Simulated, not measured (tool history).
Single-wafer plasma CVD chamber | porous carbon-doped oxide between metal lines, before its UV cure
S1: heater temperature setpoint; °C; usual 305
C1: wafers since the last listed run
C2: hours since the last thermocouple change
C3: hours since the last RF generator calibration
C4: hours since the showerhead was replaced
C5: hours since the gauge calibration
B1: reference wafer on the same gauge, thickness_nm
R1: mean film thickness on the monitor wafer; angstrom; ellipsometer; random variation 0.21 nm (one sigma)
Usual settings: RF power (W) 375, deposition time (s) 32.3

run 1 day=0.000 | S1=305 RF_power_(W)=315 deposition_time_(s)=32.3 | C1=0 C2=1904.9 C3=1773.2 C4=5293.4 C5=137.1 | B1=171.068 | R1=1238.44
run 2 day=0.612 | S1=305 RF_power_(W)=315 deposition_time_(s)=32.3 | C1=231 C2=1919.6 C3=1787.9 C4=5308.1 C5=151.8 | B1=170.882 | R1=1238.26
run 3 day=0.875 | S1=305 RF_power_(W)=375 deposition_time_(s)=32.3 | C1=99 C2=1925.9 C3=1794.2 C4=5314.4 C5=158.1 | B1=170.942 | R1=1362.44
run 4 day=1.571 | S1=305 RF_power_(W)=375 deposition_time_(s)=32.3 | C1=263 C2=1942.6 C3=1810.9 C4=5331.1 C5=174.8 | B1=170.953 | R1=1363.66
run 5 day=1.875 | S1=305 RF_power_(W)=375 deposition_time_(s)=32.3 | C1=115 C2=1949.9 C3=1818.2 C4=5338.4 C5=182.1 | B1=170.917 | R1=1363.36
run 6 day=2.383 | S1=305 RF_power_(W)=375 deposition_time_(s)=30.6 | C1=192 C2=1962.1 C3=1830.4 C4=5350.6 C5=194.3 | B1=170.958 | R1=1292.59
run 7 day=2.783 | S1=305 RF_power_(W)=375 deposition_time_(s)=30.6 | C1=151 C2=1971.7 C3=1840.0 C4=5360.2 C5=203.9 | B1=170.875 | R1=1288.84
run 8 day=3.388 | S1=305 RF_power_(W)=375 deposition_time_(s)=30.6 | C1=228 C2=1986.2 C3=1854.5 C4=5374.7 C5=218.4 | B1=170.935 | R1=1291.21
run 9 day=3.817 | S1=305 RF_power_(W)=375 deposition_time_(s)=32.3 | C1=162 C2=1996.5 C3=1864.8 C4=5385.0 C5=228.7 | B1=171.076 | R1=1361.82
run 10 day=4.208 | S1=310 RF_power_(W)=375 deposition_time_(s)=32.3 | C1=148 C2=2005.9 C3=1874.2 C4=5394.4 C5=238.1 | B1=170.997 | R1=1328.84
-- day=5.004 showerhead replaced
run 11 day=5.025 | S1=305 RF_power_(W)=375 deposition_time_(s)=26.9 | C1=182 C2=2025.5 C3=1893.8 C4=0.5 C5=257.7 | B1=170.971 | R1=1141.07
-- day=5.208 gauge calibrated
-- day=5.367 thermocouple changed; heater temperature recalibrated
-- day=6.700 RF generator calibrated
run 12 day=6.721 | S1=294 RF_power_(W)=345 deposition_time_(s)=34.6 | C1=389 C2=32.5 C3=0.5 C4=41.2 C5=36.3 | B1=171.139 | R1=1527.11
run 13 day=6.971 | S1=305 RF_power_(W)=375 deposition_time_(s)=29.2 | C1=94 C2=38.5 C3=6.5 C4=47.2 C5=42.3 | B1=170.985 | R1=1284.96
run 14 day=7.688 | S1=315 RF_power_(W)=445 deposition_time_(s)=27.2 | C1=271 C2=55.7 C3=23.7 C4=64.4 C5=59.5 | B1=170.896 | R1=1257.53
run 15 day=8.071 | S1=305 RF_power_(W)=375 deposition_time_(s)=32.3 | C1=144 C2=64.9 C3=32.9 C4=73.6 C5=68.7 | B1=171.049 | R1=1413.30
run 16 day=8.354 | S1=310 RF_power_(W)=340 deposition_time_(s)=37.7 | C1=107 C2=71.7 C3=39.7 C4=80.4 C5=75.5 | B1=171.007 | R1=1519.19
run 17 day=8.692 | S1=305 RF_power_(W)=375 deposition_time_(s)=30.0 | C1=127 C2=79.8 C3=47.8 C4=88.5 C5=83.6 | B1=171.028 | R1=1316.02
run 18 day=9.358 | S1=309 RF_power_(W)=310 deposition_time_(s)=35.5 | C1=252 C2=95.8 C3=63.8 C4=104.5 C5=99.6 | B1=170.975 | R1=1364.82
run 19 day=9.942 | S1=305 RF_power_(W)=375 deposition_time_(s)=32.3 | C1=220 C2=109.8 C3=77.8 C4=118.5 C5=113.6 | B1=171.041 | R1=1409.64
run 20 day=10.621 | S1=305 RF_power_(W)=375 deposition_time_(s)=32.3 | C1=256 C2=126.1 C3=94.1 C4=134.8 C5=129.9 | B1=171.035 | R1=1408.68
run 21 day=10.888 | S1=305 RF_power_(W)=425 deposition_time_(s)=28.8 | C1=100 C2=132.5 C3=100.5 C4=141.2 C5=136.3 | B1=170.965 | R1=1347.56

How the hidden state differs across the entries between the runs, from the last listed run before each to the first after it:
Between runs 10 and 11: showerhead replaced (day 5.004)
  delivered RF power above the setpoint (%): -8.32 -> -8.33
  measured less the result without the state, R1: -65.77 -> -56.55 angstrom
Between runs 11 and 12: gauge calibrated (day 5.208); thermocouple changed; heater temperature recalibrated (day 5.367); RF generator calibrated (day 6.700)
  delivered RF power above the setpoint (%): -8.33 -> -1.72
  measured less the result without the state, R1: -56.55 -> -14.94 angstrom
